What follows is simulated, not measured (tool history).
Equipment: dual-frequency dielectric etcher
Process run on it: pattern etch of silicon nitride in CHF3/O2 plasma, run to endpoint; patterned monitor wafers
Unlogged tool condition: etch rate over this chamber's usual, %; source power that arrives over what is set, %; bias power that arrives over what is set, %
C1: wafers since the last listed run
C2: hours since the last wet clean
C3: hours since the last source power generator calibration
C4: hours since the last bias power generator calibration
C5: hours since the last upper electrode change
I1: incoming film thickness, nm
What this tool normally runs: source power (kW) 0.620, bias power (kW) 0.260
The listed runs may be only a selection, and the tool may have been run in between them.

{"run": 1, "day": 0.0, "source power (kW)": 0.62, "bias power (kW)": 0.307, "C1": 0, "C2": 434.9, "C3": 3310.3, "C4": 1904.6, "C5": 3000.3, "I1": 91.6, "endpoint time (s)": 53.2}
{"run": 2, "day": 1.179, "source power (kW)": 0.62, "bias power (kW)": 0.307, "C1": 293, "C2": 463.2, "C3": 3338.6, "C4": 1932.9, "C5": 3028.6, "I1": 91.1, "endpoint time (s)": 53.1}
{"run": 3, "day": 2.104, "source power (kW)": 0.51, "bias power (kW)": 0.26, "C1": 230, "C2": 485.4, "C3": 3360.8, "C4": 1955.1, "C5": 3050.8, "I1": 91.8, "endpoint time (s)": 61.1}
{"run": 4, "day": 3.367, "source power (kW)": 0.51, "bias power (kW)": 0.26, "C1": 314, "C2": 515.7, "C3": 3391.1, "C4": 1985.4, "C5": 3081.1, "I1": 91.1, "endpoint time (s)": 60.9}
{"run": 5, "day": 4.179, "source power (kW)": 0.51, "bias power (kW)": 0.26, "C1": 202, "C2": 535.2, "C3": 3410.6, "C4": 2004.9, "C5": 3100.6, "I1": 91.4, "endpoint time (s)": 61.3}
{"run": 6, "day": 4.792, "source power (kW)": 0.62, "bias power (kW)": 0.26, "C1": 152, "C2": 549.9, "C3": 3425.3, "C4": 2019.6, "C5": 3115.3, "I1": 91.1, "endpoint time (s)": 57.2}
{"run": 7, "day": 5.579, "source power (kW)": 0.62, "bias power (kW)": 0.26, "C1": 195, "C2": 568.8, "C3": 3444.2, "C4": 2038.5, "C5": 3134.2, "I1": 91.0, "endpoint time (s)": 57.3}
{"day": 6.621, "done": "upper electrode replaced"}
{"day": 7.442, "done": "wet clean of the chamber"}
{"run": 8, "day": 7.462, "source power (kW)": 0.62, "bias power (kW)": 0.26, "C1": 15, "C2": 0.5, "C3": 3489.4, "C4": 2083.7, "C5": 20.2, "I1": 90.4, "endpoint time (s)": 54.6}
{"run": 9, "day": 7.617, "source power (kW)": 0.62, "bias power (kW)": 0.26, "C1": 38, "C2": 4.2, "C3": 3493.1, "C4": 2087.4, "C5": 23.9, "I1": 91.4, "endpoint time (s)": 55.6}
{"day": 8.117, "done": "bias power generator calibrated"}
{"day": 8.171, "done": "source power generator calibrated"}
{"run": 10, "day": 8.862, "source power (kW)": 0.54, "bias power (kW)": 0.22, "C1": 254, "C2": 34.1, "C3": 16.6, "C4": 17.9, "C5": 53.8, "I1": 91.1, "endpoint time (s)": 62.0}
{"run": 11, "day": 9.667, "source power (kW)": 0.62, "bias power (kW)": 0.26, "C1": 200, "C2": 53.4, "C3": 35.9, "C4": 37.2, "C5": 73.1, "I1": 90.4, "endpoint time (s)": 55.3}
{"run": 12, "day": 11.121, "source power (kW)": 0.62, "bias power (kW)": 0.241, "C1": 361, "C2": 88.3, "C3": 70.8, "C4": 72.1, "C5": 108.0, "I1": 90.8, "endpoint time (s)": 57.0}
{"run": 13, "day": 12.421, "source power (kW)": 0.54, "bias power (kW)": 0.22, "C1": 323, "C2": 119.5, "C3": 102.0, "C4": 103.3, "C5": 139.2, "I1": 91.3, "endpoint time (s)": 62.6}
{"run": 14, "day": 13.412, "source power (kW)": 0.62, "bias power (kW)": 0.26, "C1": 246, "C2": 143.3, "C3": 125.8, "C4": 127.1, "C5": 163.0, "I1": 90.9, "endpoint time (s)": 55.6}
{"run": 15, "day": 14.746, "source power (kW)": 0.62, "bias power (kW)": 0.26, "C1": 331, "C2": 175.3, "C3": 157.8, "C4": 159.1, "C5": 195.0, "I1": 90.6, "endpoint time (s)": 55.7}
{"run": 16, "day": 15.596, "source power (kW)": 0.57, "bias power (kW)": 0.26, "C1": 211, "C2": 195.7, "C3": 178.2, "C4": 179.5, "C5": 215.4, "I1": 91.8, "endpoint time (s)": 58.1}
{"run": 17, "day": 17.046, "source power (kW)": 0.62, "bias power (kW)": 0.198, "C1": 360, "C2": 230.5, "C3": 213.0, "C4": 214.3, "C5": 250.2, "I1": 90.8, "endpoint time (s)": 62.5}
{"run": 18, "day": 18.992, "source power (kW)": 0.54, "bias power (kW)": 0.311, "C1": 484, "C2": 277.2, "C3": 259.7, "C4": 261.0, "C5": 296.9, "I1": 91.2, "endpoint time (s)": 55.0}
{"run": 19, "day": 20.012, "source power (kW)": 0.47, "bias power (kW)": 0.324, "C1": 254, "C2": 301.7, "C3": 284.2, "C4": 285.5, "C5": 321.4, "I1": 90.6, "endpoint time (s)": 56.2}

3 ways to go on from here, each from the tool as it stands after run 19. What would each give?
{"run": "A", "day": 20.029, "source power (kW)": 0.74, "bias power (kW)": 0.26, "C1": 4, "C2": 302.1, "C3": 284.6, "C4": 285.9, "C5": 321.8, "I1": 90.8, "endpoint time (s)": "?"}
{"run": "B", "day": 20.029, "source power (kW)": 0.53, "bias power (kW)": 0.23, "C1": 4, "C2": 302.1, "C3": 284.6, "C4": 285.9, "C5": 321.8, "I1": 90.8, "endpoint time (s)": "?"}
{"run": "C", "day": 20.029, "source power (kW)": 0.72, "bias power (kW)": 0.224, "C1": 4, "C2": 302.1, "C3": 284.6, "C4": 285.9, "C5": 321.8, "I1": 90.8, "endpoint time (s)": "?"}

run=A endpoint_time_(s)=53.0
run=B endpoint_time_(s)=62.5
run=C endpoint_time_(s)=56.9
Without the tool's hidden state the same runs would have given:
run=A endpoint_time_(s)=51.9
run=B endpoint_time_(s)=61.1
run=C endpoint_time_(s)=55.7
